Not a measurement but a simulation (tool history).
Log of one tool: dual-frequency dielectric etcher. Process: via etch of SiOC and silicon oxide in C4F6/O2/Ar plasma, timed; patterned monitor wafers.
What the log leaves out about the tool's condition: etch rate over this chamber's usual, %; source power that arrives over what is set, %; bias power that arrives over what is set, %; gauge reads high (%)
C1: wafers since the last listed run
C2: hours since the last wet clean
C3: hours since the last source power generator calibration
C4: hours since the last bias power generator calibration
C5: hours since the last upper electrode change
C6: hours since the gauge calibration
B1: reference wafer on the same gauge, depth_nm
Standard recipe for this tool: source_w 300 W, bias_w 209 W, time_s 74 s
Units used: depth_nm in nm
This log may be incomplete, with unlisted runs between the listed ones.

run 1 hour=0 | source_w=330 bias_w=209 time_s=74 | C1=0 C2=279.7 C3=2412.2 C4=2292.9 C5=4569.3 C6=71.3 | B1=73.7 | depth_nm=75.6
run 2 hour=7.7 | source_w=300 bias_w=209 time_s=74 | C1=67 C2=287.4 C3=2419.9 C4=2300.6 C5=4577 C6=79 | B1=73.7 | depth_nm=72.7
run 3 hour=14.8 | source_w=300 bias_w=209 time_s=74 | C1=62 C2=294.5 C3=2427 C4=2307.7 C5=4584.1 C6=86.1 | B1=73.6 | depth_nm=73.6
run 4 hour=27.7 | source_w=300 bias_w=209 time_s=74 | C1=112 C2=307.4 C3=2439.9 C4=2320.6 C5=4597 C6=99 | B1=73.7 | depth_nm=73
run 5 hour=40.2 | source_w=300 bias_w=209 time_s=74 | C1=109 C2=319.9 C3=2452.4 C4=2333.1 C5=4609.5 C6=111.5 | B1=73.6 | depth_nm=72.7
run 6 hour=51.7 | source_w=300 bias_w=209 time_s=74 | C1=100 C2=331.4 C3=2463.9 C4=2344.6 C5=4621 C6=123 | B1=73.6 | depth_nm=73.1
run 7 hour=60.4 | source_w=300 bias_w=209 time_s=74 | C1=76 C2=340.1 C3=2472.6 C4=2353.3 C5=4629.7 C6=131.7 | B1=73.7 | depth_nm=72.7
-- hour=75.7 bias power generator calibrated
run 8 hour=77 | source_w=300 bias_w=209 time_s=74 | C1=110 C2=356.7 C3=2489.2 C4=1.3 C5=4646.3 C6=148.3 | B1=73.7 | depth_nm=72.7
run 9 hour=92 | source_w=300 bias_w=209 time_s=74 | C1=131 C2=371.7 C3=2504.2 C4=16.3 C5=4661.3 C6=163.3 | B1=73.7 | depth_nm=72.4
-- hour=94.7 gauge calibrated
run 10 hour=108.6 | source_w=340 bias_w=209 time_s=87 | C1=145 C2=388.3 C3=2520.8 C4=32.9 C5=4677.9 C6=13.9 | B1=73.8 | depth_nm=89.1
-- hour=142.5 upper electrode replaced, of another model than before
-- hour=147.4 wet clean of the chamber
-- hour=149.5 source power generator calibrated
run 11 hour=150 | source_w=220 bias_w=161 time_s=84 | C1=91 C2=2.6 C3=0.5 C4=74.3 C5=7.5 C6=55.3 | B1=73.6 | depth_nm=74.6
run 12 hour=150.3 | source_w=340 bias_w=209 time_s=87 | C1=2 C2=2.9 C3=0.8 C4=74.6 C5=7.8 C6=55.6 | B1=73.7 | depth_nm=92.3
run 13 hour=151.3 | source_w=300 bias_w=248 time_s=74 | C1=8 C2=3.9 C3=1.8 C4=75.6 C5=8.8 C6=56.6 | B1=73.7 | depth_nm=79
run 14 hour=162.2 | source_w=300 bias_w=209 time_s=74 | C1=95 C2=14.8 C3=12.7 C4=86.5 C5=19.7 C6=67.5 | B1=73.7 | depth_nm=75.9
run 15 hour=170.5 | source_w=250 bias_w=184 time_s=90.5 | C1=72 C2=23.1 C3=21 C4=94.8 C5=28 C6=75.8 | B1=73.7 | depth_nm=85.6
run 16 hour=185.3 | source_w=250 bias_w=209 time_s=74 | C1=129 C2=37.9 C3=35.8 C4=109.6 C5=42.8 C6=90.6 | B1=73.8 | depth_nm=72.4
run 17 hour=193.8 | source_w=300 bias_w=209 time_s=74 | C1=74 C2=46.4 C3=44.3 C4=118.1 C5=51.3 C6=99.1 | B1=73.7 | depth_nm=75.4
run 18 hour=200.6 | source_w=340 bias_w=233 time_s=55 | C1=59 C2=53.2 C3=51.1 C4=124.9 C5=58.1 C6=105.9 | B1=73.6 | depth_nm=59.8

Branching from run 18: 3 alternative next runs. What would each branch give?
run A hour=201 | source_w=300 bias_w=170 time_s=74 | C1=3 C2=53.6 C3=51.5 C4=125.3 C5=58.5 C6=106.3 | B1=? | depth_nm=?
run B hour=201 | source_w=300 bias_w=209 time_s=61.5 | C1=3 C2=53.6 C3=51.5 C4=125.3 C5=58.5 C6=106.3 | B1=? | depth_nm=?
run C hour=201 | source_w=300 bias_w=174 time_s=90.5 | C1=3 C2=53.6 C3=51.5 C4=125.3 C5=58.5 C6=106.3 | B1=? | depth_nm=?

run=A B1=73.6 depth_nm=72.3
run=B B1=73.6 depth_nm=63
run=C B1=73.6 depth_nm=88.9
Without the tool's hidden state the same runs would have given:
run=A depth_nm=73.2
run=B depth_nm=63.7
run=C depth_nm=89.9

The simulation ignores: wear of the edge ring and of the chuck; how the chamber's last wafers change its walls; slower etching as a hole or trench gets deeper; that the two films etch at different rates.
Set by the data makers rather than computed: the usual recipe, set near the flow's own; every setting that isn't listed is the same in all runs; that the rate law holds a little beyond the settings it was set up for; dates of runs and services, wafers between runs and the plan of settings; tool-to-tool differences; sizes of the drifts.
